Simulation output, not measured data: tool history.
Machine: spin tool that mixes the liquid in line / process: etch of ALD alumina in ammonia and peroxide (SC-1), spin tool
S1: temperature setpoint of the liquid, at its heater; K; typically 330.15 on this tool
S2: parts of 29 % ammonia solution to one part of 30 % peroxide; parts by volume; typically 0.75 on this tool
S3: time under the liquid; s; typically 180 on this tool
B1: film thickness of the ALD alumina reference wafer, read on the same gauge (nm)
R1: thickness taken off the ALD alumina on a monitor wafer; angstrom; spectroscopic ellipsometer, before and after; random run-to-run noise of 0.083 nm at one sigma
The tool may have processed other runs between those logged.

run 1 hour=0 | S1=330.15 S2=0.75 S3=180 | B1=40.01 | R1=107.2
run 2 hour=47.6 | S1=330.15 S2=0.75 S3=180 | B1=40 | R1=108.4
-- hour=84.9 new drum of ammonia solution connected
run 3 hour=94.5 | S1=324.65 S2=0.75 S3=180 | B1=39.99 | R1=81.1
run 4 hour=157 | S1=330.15 S2=0.75 S3=180 | B1=40.01 | R1=108.2
run 5 hour=217.2 | S1=330.15 S2=0.75 S3=180 | B1=40 | R1=106.8
run 6 hour=250.6 | S1=330.15 S2=0.75 S3=240 | B1=40.02 | R1=143.1
run 7 hour=314.4 | S1=330.15 S2=0.45 S3=220 | B1=40 | R1=125.8
-- hour=363 heated supply line repaired
run 8 hour=386 | S1=330.15 S2=0.75 S3=180 | B1=40.02 | R1=107.2
-- hour=406 new drum of ammonia solution connected
run 9 hour=438.3 | S1=330.15 S2=0.75 S3=180 | B1=40.03 | R1=106.2
run 10 hour=559.8 | S1=330.15 S2=0.65 S3=180 | B1=40.02 | R1=105.8
-- hour=621.9 thermometer replaced
run 11 hour=622.4 | S1=322.15 S2=1.05 S3=250 | B1=40.05 | R1=98.8
run 12 hour=657.8 | S1=327.65 S2=0.45 S3=85 | B1=40.02 | R1=42.6
-- hour=676 gauge calibrated
-- hour=681.1 new drum of ammonia solution connected
run 13 hour=696.4 | S1=340.15 S2=0.5 S3=220 | B1=39.99 | R1=206.8
run 14 hour=726.4 | S1=340.15 S2=0.9 S3=140 | B1=40.03 | R1=141.8
run 15 hour=794.2 | S1=330.15 S2=0.75 S3=180 | B1=40.02 | R1=107.1
-- hour=811.1 ammonia flow meter replaced
run 16 hour=855.8 | S1=334.65 S2=0.85 S3=245 | B1=39.98 | R1=187.5
run 17 hour=916.8 | S1=338.15 S2=1 S3=230 | B1=40.01 | R1=212.9
run 18 hour=948.8 | S1=330.15 S2=0.75 S3=180 | B1=39.99 | R1=108.1
run 19 hour=1009.3 | S1=326.15 S2=0.6 S3=220 | B1=39.98 | R1=104.9
-- hour=1020.5 new drum of ammonia solution connected
run 20 hour=1076.4 | S1=325.65 S2=0.6 S3=180 | B1=40 | R1=84.3
run 21 hour=1126 | S1=336.15 S2=0.75 S3=150 | B1=39.99 | R1=121.4

Forecast each of these 5 alternatives for the next run:
run A hour=1126.5 | S1=327.15 S2=0.75 S3=180 | B1=? | R1=?
run B hour=1126.5 | S1=321.65 S2=1.05 S3=265 | B1=? | R1=?
run C hour=1126.5 | S1=330.15 S2=1.05 S3=180 | B1=? | R1=?
run D hour=1126.5 | S1=322.15 S2=0.5 S3=180 | B1=? | R1=?
run E hour=1126.5 | S1=335.65 S2=0.75 S3=180 | B1=? | R1=?

run=A B1=39.98 R1=91.6
run=B B1=39.98 R1=103.1
run=C B1=39.98 R1=110.8
run=D B1=39.98 R1=67.1
run=E B1=39.98 R1=142.4
Take away the tool's hidden state, keep each run's random variation, and the runs would have read:
run=A R1=91.6
run=B R1=103.1
run=C R1=110.8
run=D R1=67.1
run=E R1=142.4
